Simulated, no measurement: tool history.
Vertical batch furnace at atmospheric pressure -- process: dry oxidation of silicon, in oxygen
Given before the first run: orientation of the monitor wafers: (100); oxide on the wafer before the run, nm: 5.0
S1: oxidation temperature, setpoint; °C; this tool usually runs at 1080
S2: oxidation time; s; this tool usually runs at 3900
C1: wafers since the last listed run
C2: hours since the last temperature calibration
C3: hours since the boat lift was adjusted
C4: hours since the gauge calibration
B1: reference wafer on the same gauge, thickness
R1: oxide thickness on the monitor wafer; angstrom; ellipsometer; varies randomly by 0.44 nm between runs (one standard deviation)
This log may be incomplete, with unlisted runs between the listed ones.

run 1 hour=0 | S1=1080 S2=3900 | C1=0 C2=1292.9 C3=3409.1 C4=472.4 | B1=84.81 | R1=930.7
run 2 hour=23.9 | S1=1080 S2=3900 | C1=323 C2=1316.8 C3=3433 C4=496.3 | B1=84.75 | R1=936.2
run 3 hour=51 | S1=1092 S2=3120 | C1=367 C2=1343.9 C3=3460.1 C4=523.4 | B1=84.68 | R1=874.7
run 4 hour=67.3 | S1=1092 S2=3120 | C1=220 C2=1360.2 C3=3476.4 C4=539.7 | B1=84.67 | R1=889.9
run 5 hour=86 | S1=1092 S2=3120 | C1=253 C2=1378.9 C3=3495.1 C4=558.4 | B1=84.46 | R1=884.7
run 6 hour=99.1 | S1=1080 S2=3240 | C1=177 C2=1392 C3=3508.2 C4=571.5 | B1=84.57 | R1=835.8
run 7 hour=133.8 | S1=1080 S2=3240 | C1=470 C2=1426.7 C3=3542.9 C4=606.2 | B1=84.54 | R1=829.3
run 8 hour=166.6 | S1=1080 S2=3240 | C1=444 C2=1459.5 C3=3575.7 C4=639 | B1=84.42 | R1=825
run 9 hour=194.8 | S1=1060 S2=2790 | C1=382 C2=1487.7 C3=3603.9 C4=667.2 | B1=84.35 | R1=643.7
run 10 hour=230.6 | S1=1060 S2=2790 | C1=485 C2=1523.5 C3=3639.7 C4=703 | B1=84.38 | R1=643.1
run 11 hour=243.1 | S1=1080 S2=3900 | C1=169 C2=1536 C3=3652.2 C4=715.5 | B1=84.3 | R1=926.8
run 12 hour=265.8 | S1=1080 S2=3900 | C1=307 C2=1558.7 C3=3674.9 C4=738.2 | B1=84.25 | R1=915.1
-- hour=304.7 boat lift adjusted
run 13 hour=305.2 | S1=1080 S2=4890 | C1=208 C2=1598.1 C3=0.5 C4=777.6 | B1=84.19 | R1=1066.1
run 14 hour=397.9 | S1=1080 S2=4890 | C1=1256 C2=1690.8 C3=93.2 C4=870.3 | B1=84.06 | R1=1061.4
-- hour=421.7 gauge calibrated
run 15 hour=426.4 | S1=1068 S2=3900 | C1=386 C2=1719.3 C3=121.7 C4=4.7 | B1=88.36 | R1=883.3
run 16 hour=439.2 | S1=1068 S2=3900 | C1=173 C2=1732.1 C3=134.5 C4=17.5 | B1=88.27 | R1=880.8
run 17 hour=452.4 | S1=1068 S2=3900 | C1=178 C2=1745.3 C3=147.7 C4=30.7 | B1=88.15 | R1=887.1
run 18 hour=465.7 | S1=1094 S2=4440 | C1=180 C2=1758.6 C3=161 C4=44 | B1=88 | R1=1154.8
run 19 hour=479.3 | S1=1057 S2=5250 | C1=184 C2=1772.2 C3=174.6 C4=57.6 | B1=87.88 | R1=977.2
run 20 hour=500.2 | S1=1094 S2=3030 | C1=283 C2=1793.1 C3=195.5 C4=78.5 | B1=87.67 | R1=911.9
run 21 hour=512.9 | S1=1080 S2=3900 | C1=172 C2=1805.8 C3=208.2 C4=91.2 | B1=87.57 | R1=962.5
run 22 hour=525.6 | S1=1098 S2=2610 | C1=172 C2=1818.5 C3=220.9 C4=103.9 | B1=87.47 | R1=849.1
run 23 hour=547.6 | S1=1068 S2=2730 | C1=298 C2=1840.5 C3=242.9 C4=125.9 | B1=87.23 | R1=696.8
run 24 hour=567.9 | S1=1102 S2=2910 | C1=275 C2=1860.8 C3=263.2 C4=146.2 | B1=87.07 | R1=928.1
run 25 hour=620.2 | S1=1080 S2=3120 | C1=708 C2=1913.1 C3=315.5 C4=198.5 | B1=86.75 | R1=828.2
-- hour=672.1 thermocouples replaced and temperature profile calibrated
run 26 hour=672.6 | S1=1080 S2=3900 | C1=384 C2=0.5 C3=367.9 C4=250.9 | B1=86.41 | R1=942.3
run 27 hour=686.6 | S1=1080 S2=3900 | C1=189 C2=14.5 C3=381.9 C4=264.9 | B1=86.45 | R1=940.9
run 28 hour=721.6 | S1=1080 S2=3900 | C1=474 C2=49.5 C3=416.9 C4=299.9 | B1=86.31 | R1=942.5
run 29 hour=752.8 | S1=1080 S2=3900 | C1=422 C2=80.7 C3=448.1 C4=331.1 | B1=86.08 | R1=943.9
run 30 hour=774.7 | S1=1080 S2=3900 | C1=296 C2=102.6 C3=470 C4=353 | B1=85.95 | R1=951.8
run 31 hour=792.3 | S1=1056 S2=4680 | C1=238 C2=120.2 C3=487.6 C4=370.6 | B1=85.92 | R1=877.3
run 32 hour=826.3 | S1=1080 S2=3900 | C1=460 C2=154.2 C3=521.6 C4=404.6 | B1=85.79 | R1=945.2
run 33 hour=843.2 | S1=1072 S2=2130 | C1=229 C2=171.1 C3=538.5 C4=421.5 | B1=85.73 | R1=607.8
run 34 hour=861.8 | S1=1088 S2=3900 | C1=252 C2=189.7 C3=557.1 C4=440.1 | B1=85.77 | R1=998.8
run 35 hour=890.5 | S1=1062 S2=3900 | C1=388 C2=218.4 C3=585.8 C4=468.8 | B1=85.58 | R1=815
run 36 hour=970.4 | S1=1066 S2=2730 | C1=1082 C2=298.3 C3=665.7 C4=548.7 | B1=85.33 | R1=678.9

Pick out some run-to-run changes in R1. Of each, how much would a tool without hidden state show as well, from the settings, what came in and chance, and how much is left for the hidden state and any gauge scatter not in both results compared?
The hidden state here: true tube temperature minus thermocouple reading, K; monitor wafer colder than the profiled boat position, K; gauge reads high (%).
Run 10 -> 11: S1 1060 -> 1080, S2 2790 -> 3900. R1 +283.7 angstrom: hidden state -13.3, all else +297.
Run 14 -> 15: S1 1080 -> 1068, S2 4890 -> 3900, gauge calibrated. R1 -178.1 angstrom: hidden state +53.3, all else -231.4.
Run 32 -> 33: S1 1080 -> 1072, S2 3900 -> 2130. R1 -337.4 angstrom: hidden state +9, all else -346.4.
Run 33 -> 34: S1 1072 -> 1088, S2 2130 -> 3900. R1 +391 angstrom: hidden state -11.9, all else +402.9.
